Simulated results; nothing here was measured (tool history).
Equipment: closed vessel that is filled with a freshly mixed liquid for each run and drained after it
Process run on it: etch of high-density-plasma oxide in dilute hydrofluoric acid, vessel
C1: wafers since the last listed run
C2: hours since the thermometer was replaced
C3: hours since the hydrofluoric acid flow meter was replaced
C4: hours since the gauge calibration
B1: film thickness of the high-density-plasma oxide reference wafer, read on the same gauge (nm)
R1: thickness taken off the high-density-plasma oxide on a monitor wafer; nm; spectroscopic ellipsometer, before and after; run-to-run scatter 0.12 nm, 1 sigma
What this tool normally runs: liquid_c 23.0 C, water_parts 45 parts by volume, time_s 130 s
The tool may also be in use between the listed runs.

Run 1, hour 0.0: usual settings; C1 0; C2 1563.7; C3 1015.6; C4 500.5; B1 59.99. Result: R1 26.50 nm.
Run 2, hour 37.0: usual settings; C1 2390; C2 1600.7; C3 1052.6; C4 537.5; B1 59.99. Result: R1 26.27 nm.
Run 3, hour 79.7: usual settings but liquid_c 24.5 C; C1 2758; C2 1643.4; C3 1095.3; C4 580.2; B1 60.00. Result: R1 28.09 nm.
Run 4, hour 112.4: usual settings but liquid_c 24.5 C; C1 2112; C2 1676.1; C3 1128.0; C4 612.9; B1 60.00. Result: R1 28.08 nm.
Run 5, hour 176.4: usual settings but liquid_c 24.5 C; C1 4134; C2 1740.1; C3 1192.0; C4 676.9; B1 60.01. Result: R1 27.80 nm.
Run 6, hour 234.0: usual settings but water_parts 60 parts by volume; C1 3720; C2 1797.7; C3 1249.6; C4 734.5; B1 60.00. Result: R1 19.38 nm.
Run 7, hour 279.9: usual settings but water_parts 60 parts by volume; C1 2964; C2 1843.6; C3 1295.5; C4 780.4; B1 60.00. Result: R1 19.31 nm.
Run 8, hour 306.0: usual settings but water_parts 60 parts by volume; C1 1685; C2 1869.7; C3 1321.6; C4 806.5; B1 60.00. Result: R1 19.52 nm.
Run 9, hour 334.1: usual settings but liquid_c 27.0 C, water_parts 55 parts by volume, time_s 70 s; C1 1815; C2 1897.8; C3 1349.7; C4 834.6; B1 60.00. Result: R1 13.48 nm.
At hour 367.9: thermometer replaced.
Run 10, hour 388.0: usual settings but liquid_c 26.5 C, water_parts 35 parts by volume, time_s 90 s; C1 3417; C2 20.1; C3 1403.6; C4 888.5; B1 60.00. Result: R1 27.38 nm.
Run 11, hour 417.3: usual settings but liquid_c 27.0 C; C1 1892; C2 49.4; C3 1432.9; C4 917.8; B1 60.01. Result: R1 31.23 nm.
Run 12, hour 479.0: usual settings but water_parts 60 parts by volume; C1 3985; C2 111.1; C3 1494.6; C4 979.5; B1 59.99. Result: R1 19.58 nm.
Run 13, hour 513.6: usual settings but time_s 170 s; C1 2235; C2 145.7; C3 1529.2; C4 1014.1; B1 59.99. Result: R1 34.54 nm.
Run 14, hour 583.9: usual settings but liquid_c 20.0 C, time_s 190 s; C1 4541; C2 216.0; C3 1599.5; C4 1084.4; B1 60.01. Result: R1 33.92 nm.
At hour 653.2: hydrofluoric acid flow meter replaced.
Run 15, hour 655.5: usual settings but liquid_c 21.0 C, water_parts 60 parts by volume; C1 4560; C2 287.6; C3 2.3; C4 1156.0; B1 60.00. Result: R1 17.25 nm.
Run 16, hour 719.0: usual settings; C1 4101; C2 351.1; C3 65.8; C4 1219.5; B1 60.01. Result: R1 25.60 nm.
Run 17, hour 744.5: usual settings; C1 1647; C2 376.6; C3 91.3; C4 1245.0; B1 60.00. Result: R1 25.78 nm.
Run 18, hour 811.4: usual settings but liquid_c 21.5 C, water_parts 60 parts by volume, time_s 155 s; C1 4321; C2 443.5; C3 158.2; C4 1311.9; B1 59.99. Result: R1 21.09 nm.
Run 19, hour 866.3: usual settings; C1 3546; C2 498.4; C3 213.1; C4 1366.8; B1 60.00. Result: R1 25.81 nm.
Run 20, hour 901.5: usual settings but liquid_c 26.0 C; C1 2273; C2 533.6; C3 248.3; C4 1402.0; B1 60.00. Result: R1 29.05 nm.
Run 21, hour 942.0: usual settings but liquid_c 19.5 C, water_parts 40 parts by volume; C1 2616; C2 574.1; C3 288.8; C4 1442.5; B1 59.99. Result: R1 25.06 nm.
Run 22, hour 992.1: usual settings; C1 3236; C2 624.2; C3 338.9; C4 1492.6; B1 60.00. Result: R1 25.60 nm.
Run 23, hour 1076.8: usual settings; C1 5471; C2 708.9; C3 423.6; C4 1577.3; B1 59.99. Result: R1 25.79 nm.
At hour 1126.9: gauge calibrated.
Run 24, hour 1132.7: usual settings; C1 3610; C2 764.8; C3 479.5; C4 5.8; B1 59.99. Result: R1 25.76 nm.
Run 25, hour 1321.2: usual settings but liquid_c 25.0 C, water_parts 60 parts by volume, time_s 160 s; C1 12176; C2 953.3; C3 668.0; C4 194.3; B1 59.99. Result: R1 25.32 nm.
Run 26, hour 1353.8: usual settings but liquid_c 25.0 C, water_parts 60 parts by volume, time_s 80 s; C1 2105; C2 985.9; C3 700.6; C4 226.9; B1 60.00. Result: R1 12.74 nm.
Run 27, hour 1405.5: usual settings but liquid_c 20.5 C, time_s 195 s; C1 3339; C2 1037.6; C3 752.3; C4 278.6; B1 60.01. Result: R1 35.02 nm.
Run 28, hour 1455.7: usual settings; C1 3242; C2 1087.8; C3 802.5; C4 328.8; B1 60.02. Result: R1 25.86 nm.
Run 29, hour 1521.9: usual settings but time_s 190 s; C1 4276; C2 1154.0; C3 868.7; C4 395.0; B1 60.00. Result: R1 37.96 nm.
Run 30, hour 1554.8: usual settings but liquid_c 18.0 C, water_parts 55 parts by volume, time_s 210 s; C1 2125; C2 1186.9; C3 901.6; C4 427.9; B1 59.99. Result: R1 27.40 nm.
Run 31, hour 1598.0: usual settings but liquid_c 18.5 C, water_parts 50 parts by volume; C1 2790; C2 1230.1; C3 944.8; C4 471.1; B1 60.01. Result: R1 19.42 nm.
Run 32, hour 1664.6: usual settings but liquid_c 28.0 C, water_parts 60 parts by volume, time_s 80 s; C1 4302; C2 1296.7; C3 1011.4; C4 537.7; B1 60.00. Result: R1 14.52 nm.

What the log doesn't show, run by run:
liquid colder than its thermometer reads (K): 0 across all the runs
gauge reads high (%): 0 across all the runs
H1: hydrofluoric acid flow above the setpoint (%)
run     H1
  1    2.5
  2   2.56
  3   2.64
  4    2.7
  5   2.81
  6   2.91
  7   2.99
  8   3.04
  9   3.09
 10   3.18
 11   3.23
 12   3.34
 13    3.4
 14   3.53
 15  0.223
 16  0.335
 17   0.38
 18  0.497
 19  0.594
 20  0.656
 21  0.728
 22  0.816
 23  0.965
 24   1.06
 25    1.4
 26   1.45
 27   1.54
 28   1.63
 29   1.75
 30   1.81
 31   1.88
 32      2
